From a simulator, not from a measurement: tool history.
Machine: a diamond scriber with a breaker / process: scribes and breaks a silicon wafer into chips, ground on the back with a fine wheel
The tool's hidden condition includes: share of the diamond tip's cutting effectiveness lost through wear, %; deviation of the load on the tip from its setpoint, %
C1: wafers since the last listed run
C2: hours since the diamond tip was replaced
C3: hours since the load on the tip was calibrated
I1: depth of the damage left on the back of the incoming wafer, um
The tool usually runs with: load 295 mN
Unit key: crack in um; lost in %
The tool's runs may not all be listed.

run 1 day=0 | load=295 | C1=0 C2=561 C3=1341.4 | I1=2.46 | crack=9.85 lost=3.85
run 2 day=2.329 | load=295 | C1=139 C2=616.9 C3=1397.3 | I1=1.81 | crack=9.82 lost=3.18
run 3 day=4.229 | load=361 | C1=113 C2=662.5 C3=1442.9 | I1=1.9 | crack=11.4 lost=16.54
run 4 day=6.062 | load=361 | C1=109 C2=706.5 C3=1486.9 | I1=2.55 | crack=11.44 lost=17.23
run 5 day=7.654 | load=295 | C1=95 C2=744.7 C3=1525.1 | I1=1.99 | crack=9.73 lost=2.56
run 6 day=8.854 | load=295 | C1=71 C2=773.5 C3=1553.9 | I1=2.03 | crack=9.86 lost=2.43
run 7 day=11.675 | load=295 | C1=168 C2=841.2 C3=1621.6 | I1=2.36 | crack=9.69 lost=2.91
run 8 day=13.279 | load=295 | C1=95 C2=879.7 C3=1660.1 | I1=1.99 | crack=9.55 lost=2.45
run 9 day=14.304 | load=354 | C1=61 C2=904.3 C3=1684.7 | I1=2.86 | crack=11.03 lost=12.58
run 10 day=16.154 | load=225 | C1=110 C2=948.7 C3=1729.1 | I1=1.66 | crack=7.67 lost=18.61
-- day=16.429 diamond tip replaced by a new one
run 11 day=17.846 | load=342 | C1=96 C2=34 C3=1769.7 | I1=1.76 | crack=11.84 lost=20.02
run 12 day=18.929 | load=342 | C1=64 C2=60 C3=1795.7 | I1=2.21 | crack=11.8 lost=19.09
-- day=19.167 load on the tip recalibrated
run 13 day=21.7 | load=231 | C1=160 C2=126.5 C3=60.8 | I1=2.15 | crack=7.64 lost=22.08
run 14 day=23.996 | load=325 | C1=137 C2=181.6 C3=115.9 | I1=2.48 | crack=10.01 lost=4.05
run 15 day=26.871 | load=261 | C1=172 C2=250.6 C3=184.9 | I1=2.87 | crack=8.37 lost=10.14
run 16 day=29.017 | load=250 | C1=128 C2=302.1 C3=236.4 | I1=1.67 | crack=8.29 lost=9.89
run 17 day=30.142 | load=295 | C1=67 C2=329.1 C3=263.4 | I1=1.75 | crack=9.35 lost=1.97

Below, each run's measurement less what the same run would have read without the hidden state. Both values contain the same run-to-run variation, but the gauge's scatter may not be the same in both:
run=1 crack=+0.46 lost=+0.76
run=2 crack=+0.43 lost=+0.92
run=3 crack=+0.46 lost=+5.27
run=4 crack=+0.42 lost=+4.8
run=5 crack=+0.32 lost=+0.39
run=6 crack=+0.3 lost=+0.29
run=7 crack=+0.21 lost=+0.11
run=8 crack=+0.16 lost=+0.08
run=9 crack=+0.14 lost=+1.45
run=10 crack=+0.05 lost=-0.95
run=11 crack=+1.22 lost=+13.25
run=12 crack=+1.23 lost=+12.37
run=13 crack=-0.11 lost=+2.45
run=14 crack=-0.14 lost=-0.65
run=15 crack=-0.1 lost=+1.11
run=16 crack=-0.1 lost=+1.2
run=17 crack=-0.11 lost=+0.08
